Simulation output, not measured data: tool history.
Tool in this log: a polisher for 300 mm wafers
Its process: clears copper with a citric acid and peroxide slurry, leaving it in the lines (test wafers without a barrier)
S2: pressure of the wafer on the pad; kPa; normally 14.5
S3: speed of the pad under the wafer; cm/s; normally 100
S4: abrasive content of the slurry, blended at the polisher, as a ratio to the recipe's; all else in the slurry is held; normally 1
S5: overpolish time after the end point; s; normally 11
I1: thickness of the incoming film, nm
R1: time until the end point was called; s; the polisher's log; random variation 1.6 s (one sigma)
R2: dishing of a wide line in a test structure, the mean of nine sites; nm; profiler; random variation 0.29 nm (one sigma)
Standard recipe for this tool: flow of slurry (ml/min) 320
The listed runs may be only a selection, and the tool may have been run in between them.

{"run": 1, "hour": 0.0, "flow of slurry (ml/min)": 320, "S2": 14.5, "S3": 100, "S4": 1, "S5": 11, "I1": 206.3, "R1": 110.2, "R2": 13.9}
{"hour": 19.1, "done": "worn pad replaced by a new one"}
{"run": 2, "hour": 25.9, "flow of slurry (ml/min)": 320, "S2": 14.5, "S3": 100, "S4": 1, "S5": 11, "I1": 207, "R1": 110.5, "R2": 14.1}
{"run": 3, "hour": 86.5, "flow of slurry (ml/min)": 320, "S2": 14.5, "S3": 100, "S4": 1, "S5": 11, "I1": 202.7, "R1": 109, "R2": 13.9}
{"hour": 89.6, "done": "slurry blender recalibrated"}
{"run": 4, "hour": 197.0, "flow of slurry (ml/min)": 320, "S2": 14.5, "S3": 100, "S4": 1, "S5": 11, "I1": 201.5, "R1": 107.9, "R2": 13.9}
{"hour": 211.8, "done": "worn pad replaced by a new one"}
{"run": 5, "hour": 241.3, "flow of slurry (ml/min)": 320, "S2": 14.5, "S3": 100, "S4": 1, "S5": 11, "I1": 203.8, "R1": 105.7, "R2": 13.4}
{"run": 6, "hour": 278.9, "flow of slurry (ml/min)": 320, "S2": 14.5, "S3": 100, "S4": 1, "S5": 11, "I1": 205.1, "R1": 106.5, "R2": 13.6}
{"run": 7, "hour": 320.2, "flow of slurry (ml/min)": 320, "S2": 14.5, "S3": 100, "S4": 1, "S5": 11, "I1": 205.1, "R1": 112.3, "R2": 13.7}
{"run": 8, "hour": 351.9, "flow of slurry (ml/min)": 320, "S2": 14.5, "S3": 100, "S4": 1, "S5": 11, "I1": 205.5, "R1": 111.4, "R2": 13.8}
{"hour": 371.5, "done": "slurry blender recalibrated"}
{"run": 9, "hour": 385.8, "flow of slurry (ml/min)": 320, "S2": 14.5, "S3": 100, "S4": 1, "S5": 10, "I1": 205.2, "R1": 108.4, "R2": 12.7}
{"hour": 413.7, "done": "worn pad replaced by a new one"}
{"run": 10, "hour": 422.0, "flow of slurry (ml/min)": 320, "S2": 14.5, "S3": 100, "S4": 1, "S5": 10, "I1": 208.7, "R1": 109.8, "R2": 12.2}
{"run": 11, "hour": 477.0, "flow of slurry (ml/min)": 320, "S2": 14.5, "S3": 100, "S4": 1, "S5": 11, "I1": 205.1, "R1": 107.3, "R2": 14}
{"run": 12, "hour": 524.1, "flow of slurry (ml/min)": 320, "S2": 14.5, "S3": 68, "S4": 1, "S5": 11, "I1": 206.5, "R1": 142.6, "R2": 10.8}
{"hour": 532.6, "done": "head pressure recalibrated"}
{"hour": 550.6, "done": "slurry nozzle cleaned"}
{"run": 13, "hour": 566.6, "flow of slurry (ml/min)": 215, "S2": 14.5, "S3": 66, "S4": 1.3, "S5": 11, "I1": 204.2, "R1": 136.6, "R2": 10.9}
{"hour": 593.3, "done": "worn pad replaced by a new one"}
{"run": 14, "hour": 612.3, "flow of slurry (ml/min)": 255, "S2": 11.7, "S3": 100, "S4": 1, "S5": 11, "I1": 204.4, "R1": 130.8, "R2": 11}
{"hour": 641.7, "done": "slurry blender recalibrated"}
{"run": 15, "hour": 683.8, "flow of slurry (ml/min)": 285, "S2": 14.5, "S3": 100, "S4": 0.85, "S5": 11, "I1": 203.2, "R1": 113.3, "R2": 13.2}
{"run": 16, "hour": 712.9, "flow of slurry (ml/min)": 320, "S2": 14.5, "S3": 100, "S4": 1, "S5": 11, "I1": 204.6, "R1": 109.5, "R2": 13.8}
{"run": 17, "hour": 746.6, "flow of slurry (ml/min)": 320, "S2": 12.4, "S3": 116, "S4": 0.8, "S5": 13, "I1": 203, "R1": 118.7, "R2": 14.9}
{"hour": 754.9, "done": "worn pad replaced by a new one"}
{"run": 18, "hour": 783.5, "flow of slurry (ml/min)": 230, "S2": 11.7, "S3": 76, "S4": 1, "S5": 11, "I1": 204.1, "R1": 162.2, "R2": 9.4}
{"run": 19, "hour": 820.1, "flow of slurry (ml/min)": 355, "S2": 17.9, "S3": 116, "S4": 1, "S5": 11, "I1": 203.5, "R1": 76.9, "R2": 19.2}
{"run": 20, "hour": 881.4, "flow of slurry (ml/min)": 260, "S2": 14.5, "S3": 100, "S4": 1, "S5": 11, "I1": 206.7, "R1": 112.6, "R2": 14.2}

Alternative continuations, all from the tool just after run 20; predict every row:
{"run": "A", "hour": 881.9, "flow of slurry (ml/min)": 320, "S2": 14.5, "S3": 100, "S4": 1, "S5": 11, "I1": 205.1, "R1": "?", "R2": "?"}
{"run": "B", "hour": 881.9, "flow of slurry (ml/min)": 320, "S2": 10.3, "S3": 100, "S4": 1.3, "S5": 11, "I1": 205.1, "R1": "?", "R2": "?"}
{"run": "C", "hour": 881.9, "flow of slurry (ml/min)": 405, "S2": 14.5, "S3": 100, "S4": 1, "S5": 9, "I1": 205.1, "R1": "?", "R2": "?"}

run=A R1=107 R2=14
run=B R1=138.1 R2=10.9
run=C R1=105.8 R2=11.7
Take away the tool's hidden state, keep each run's random variation, and the runs would have read:
run=A R1=107 R2=14
run=B R1=138.1 R2=10.9
run=C R1=105.8 R2=11.7
